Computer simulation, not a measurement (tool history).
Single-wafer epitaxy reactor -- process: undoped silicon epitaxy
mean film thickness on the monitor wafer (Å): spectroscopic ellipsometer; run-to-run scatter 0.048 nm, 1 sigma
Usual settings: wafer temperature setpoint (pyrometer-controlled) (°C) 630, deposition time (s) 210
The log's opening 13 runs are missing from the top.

run	hour	wafer temperature setpoint (pyrometer-controlled) (°C)	deposition time (s)	read-back reference wafer on the same gauge, thickness_nm	mean film thickness on the monitor wafer (Å)
14	815.5	630	210	26.808	224.15
15	936.4	630	210	26.795	224.41
16	978.2	630	210	26.821	224.45
17	1022.7	630	210	26.806	223.94
18	1070.1	630	210	26.800	223.36
19	1117.8	641	178	26.780	235.39
20	1171.2	640	247	26.825	318.77
21	1221.0	639	227	26.785	288.16
# hour 1246.9: gauge calibrated
22	1275.8	615	182	26.818	142.34
23	1304.9	615	210	26.787	164.41
24	1331.2	630	170	26.800	180.53
25	1373.0	630	210	26.764	222.46
# hour 1415.3: pyrometer calibrated
26	1431.7	617	174	26.800	145.47
27	1465.3	630	210	26.792	227.59
28	1499.2	640	195	26.810	259.47
29	1562.7	623	210	26.801	197.46
30	1619.0	630	210	26.820	226.90
31	1690.8	630	210	26.807	227.35
32	1754.8	630	198	26.802	214.35
33	1815.5	630	210	26.812	227.21
34	1871.1	626	190	26.816	189.71
35	1905.3	630	210	26.793	227.09

Below are 3 alternative next runs, each starting from the tool's condition after run 35. Predict each:
A	1905.8	630	228	?	?
B	1905.8	630	232	?	?
C	1905.8	636	236	?	?

run	read-back reference wafer on the same gauge, thickness_nm	mean film thickness on the monitor wafer (Å)
A	26.815	245.85
B	26.815	250.17
C	26.815	286.79
Without the tool's hidden state the same runs would have given:
run	mean film thickness on the monitor wafer (Å)
A	246.75
B	251.07
C	287.82
